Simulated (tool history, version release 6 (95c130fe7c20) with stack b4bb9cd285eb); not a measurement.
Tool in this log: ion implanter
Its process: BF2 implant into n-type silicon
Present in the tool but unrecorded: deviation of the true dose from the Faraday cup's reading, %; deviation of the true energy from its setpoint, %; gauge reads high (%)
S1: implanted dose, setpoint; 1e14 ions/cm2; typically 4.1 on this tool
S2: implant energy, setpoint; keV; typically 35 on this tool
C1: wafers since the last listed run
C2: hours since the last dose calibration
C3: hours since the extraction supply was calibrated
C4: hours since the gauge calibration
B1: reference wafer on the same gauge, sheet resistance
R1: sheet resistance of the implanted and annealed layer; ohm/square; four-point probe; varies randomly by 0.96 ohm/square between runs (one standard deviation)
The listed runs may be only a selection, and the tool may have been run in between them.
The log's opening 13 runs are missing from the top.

run,hour,S1,S2,C1,C2,C3,C4,B1,R1
14,652.2,4.1,35,856,237.4,160.6,282.2,295.04,267.01
15,684,4.1,35,527,269.2,192.4,314,295.21,267.2
# hour 751.6: Faraday cup replaced and dose calibrated, repeated, since the last time left the tool worse
16,752.1,3.64,35,997,0.5,260.5,382.1,295.01,311.31
17,774.4,4.1,26.5,369,22.8,282.8,404.4,294.77,288.33
18,832.8,4.1,35,968,81.2,341.2,462.8,295,281.94
19,870.5,4.97,40.5,625,118.9,378.9,500.5,295.42,233.55
20,912.5,3.24,35,696,160.9,420.9,542.5,295,342.96
21,957.9,4.1,35,753,206.3,466.3,587.9,295.09,280.97
22,1009.4,4.1,35,854,257.8,517.8,639.4,294.99,279.11
23,1039.3,4.85,35,496,287.7,547.7,669.3,295.17,242.14
24,1078.1,4.65,35,643,326.5,586.5,708.1,295.22,249.99
25,1108.7,4.1,35,507,357.1,617.1,738.7,294.95,280.83
26,1136.8,3.47,38,466,385.2,645.2,766.8,295.06,321.06
27,1185.4,4.1,35,806,433.8,693.8,815.4,294.9,278.41
28,1247.5,3.35,26.5,1030,495.9,755.9,877.5,295.22,340.23
29,1275,3.26,41.5,456,523.4,783.4,905,295.23,334.15
# hour 1332.2: gauge calibrated
30,1333.7,3.53,24,973,582.1,842.1,1.5,294.51,327.94
31,1387.8,5.17,26,897,636.2,896.2,55.6,295.16,238.45

Expected results for the next run?
32,1447.2,4.1,35,985,695.6,955.6,115,?,?

Run 32 gave B1 295.02, R1 278.19 ohm/square.
On a tool with no hidden condition, and with the same random variation, this run would have come out at R1 281.93 ohm/square.

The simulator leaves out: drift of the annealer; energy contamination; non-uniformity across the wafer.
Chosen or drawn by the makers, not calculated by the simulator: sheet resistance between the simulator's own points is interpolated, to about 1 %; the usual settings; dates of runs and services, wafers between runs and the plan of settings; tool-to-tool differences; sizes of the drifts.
